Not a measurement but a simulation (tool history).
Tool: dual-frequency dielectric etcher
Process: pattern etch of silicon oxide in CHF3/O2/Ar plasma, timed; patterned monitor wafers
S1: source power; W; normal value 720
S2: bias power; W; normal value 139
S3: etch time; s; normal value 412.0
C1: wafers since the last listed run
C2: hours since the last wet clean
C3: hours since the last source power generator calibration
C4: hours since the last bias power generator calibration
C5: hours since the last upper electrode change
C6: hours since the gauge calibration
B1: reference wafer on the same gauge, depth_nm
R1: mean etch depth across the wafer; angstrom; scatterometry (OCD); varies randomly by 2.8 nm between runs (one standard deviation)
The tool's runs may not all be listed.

Run 1, hour 0.0: usual settings but S3 377.5 s; C1 0; C2 306.8; C3 2129.0; C4 2561.6; C5 3619.9; C6 18.1; B1 936.0. Result: R1 7415 angstrom.
Run 2, hour 100.3: usual settings but S3 377.5 s; C1 473; C2 407.1; C3 2229.3; C4 2661.9; C5 3720.2; C6 118.4; B1 937.3. Result: R1 7422 angstrom.
Run 3, hour 137.1: usual settings; C1 173; C2 443.9; C3 2266.1; C4 2698.7; C5 3757.0; C6 155.2; B1 936.4. Result: R1 8136 angstrom.
At hour 179.9: wet clean of the chamber.
Run 4, hour 254.8: usual settings; C1 442; C2 74.9; C3 2383.8; C4 2816.4; C5 3874.7; C6 272.9; B1 935.9. Result: R1 7971 angstrom.
Run 5, hour 295.9: usual settings; C1 194; C2 116.0; C3 2424.9; C4 2857.5; C5 3915.8; C6 314.0; B1 935.0. Result: R1 8030 angstrom.
Run 6, hour 389.9: usual settings but S3 509.5 s; C1 443; C2 210.0; C3 2518.9; C4 2951.5; C5 4009.8; C6 408.0; B1 937.1. Result: R1 9947 angstrom.
Run 7, hour 488.7: usual settings but S3 509.5 s; C1 466; C2 308.8; C3 2617.7; C4 3050.3; C5 4108.6; C6 506.8; B1 936.7. Result: R1 10081 angstrom.
Run 8, hour 594.1: usual settings but S3 509.5 s; C1 497; C2 414.2; C3 2723.1; C4 3155.7; C5 4214.0; C6 612.2; B1 936.6. Result: R1 10102 angstrom.
At hour 619.2: wet clean of the chamber.
Run 9, hour 638.8: usual settings; C1 97; C2 19.6; C3 2767.8; C4 3200.4; C5 4258.7; C6 656.9; B1 935.3. Result: R1 7928 angstrom.
Run 10, hour 698.2: usual settings; C1 280; C2 79.0; C3 2827.2; C4 3259.8; C5 4318.1; C6 716.3; B1 936.0. Result: R1 7878 angstrom.
Run 11, hour 780.7: usual settings but S1 650 W, S3 450.0 s; C1 389; C2 161.5; C3 2909.7; C4 3342.3; C5 4400.6; C6 798.8; B1 936.8. Result: R1 8459 angstrom.

Estimate the outcome of run 12 from the log above:
At hour 817.7: gauge calibrated.
Run 12, hour 845.1: usual settings but S1 660 W, S3 526.5 s; C1 304; C2 225.9; C3 2974.1; C4 3406.7; C5 4465.0; C6 27.4; B1 ?. Result: R1 ?.

{"run 12": {"B1": 937.0, "R1": 9987}}
The same run, on a tool lacking any hidden state, would have yielded R1 9787 angstrom.

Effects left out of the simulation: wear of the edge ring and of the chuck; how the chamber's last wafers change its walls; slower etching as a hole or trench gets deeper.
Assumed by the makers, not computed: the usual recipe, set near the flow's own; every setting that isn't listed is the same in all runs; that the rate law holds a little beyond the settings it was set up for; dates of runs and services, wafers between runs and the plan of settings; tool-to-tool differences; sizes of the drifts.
